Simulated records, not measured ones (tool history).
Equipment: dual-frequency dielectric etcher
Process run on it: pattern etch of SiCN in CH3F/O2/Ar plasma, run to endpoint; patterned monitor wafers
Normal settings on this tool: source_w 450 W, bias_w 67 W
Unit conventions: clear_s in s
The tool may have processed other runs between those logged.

run	hour	source_w	bias_w	incoming incoming film thickness, nm	clear_s
1	0	450	67	9.8	27.6
# hour 23.5: wet clean of the chamber
2	93.8	450	67	9.79	26
3	155.2	450	67	9.82	26.5
4	218.7	450	67	9.81	27
5	321.2	450	67	9.7	26.6
6	380.7	450	67	9.84	27.5
# hour 468.7: source power generator calibrated
# hour 487.9: wet clean of the chamber
7	488.4	450	67	9.81	26.2
8	554.4	450	67	9.83	26.9
# hour 604.6: bias power generator calibrated
9	636.4	410	67	9.73	27.3
10	850.3	360	74	9.79	29.1
# hour 882.8: wet clean of the chamber
# hour 974.5: upper electrode replaced
11	975	360	74	9.84	27.7
12	990.9	410	83	9.76	25.1
13	1075.6	450	67	9.81	26.9
14	1205.6	560	61	9.93	26.6
15	1284.6	400	56	9.89	31
# hour 1343.1: wet clean of the chamber
16	1350.6	400	56	9.8	28.8

4 options for the next run, each taken on its own from the tool as it stands now. Forecast them:
A	1351	450	67	9.8	?
B	1351	550	50	9.8	?
C	1351	370	67	9.8	?
D	1351	530	57	9.8	?

run	clear_s
A	25.9
B	26.9
C	27.6
D	26
Take away the tool's hidden state, keep each run's random variation, and the runs would have read:
run	clear_s
A	26
B	26.9
C	27.7
D	26.1

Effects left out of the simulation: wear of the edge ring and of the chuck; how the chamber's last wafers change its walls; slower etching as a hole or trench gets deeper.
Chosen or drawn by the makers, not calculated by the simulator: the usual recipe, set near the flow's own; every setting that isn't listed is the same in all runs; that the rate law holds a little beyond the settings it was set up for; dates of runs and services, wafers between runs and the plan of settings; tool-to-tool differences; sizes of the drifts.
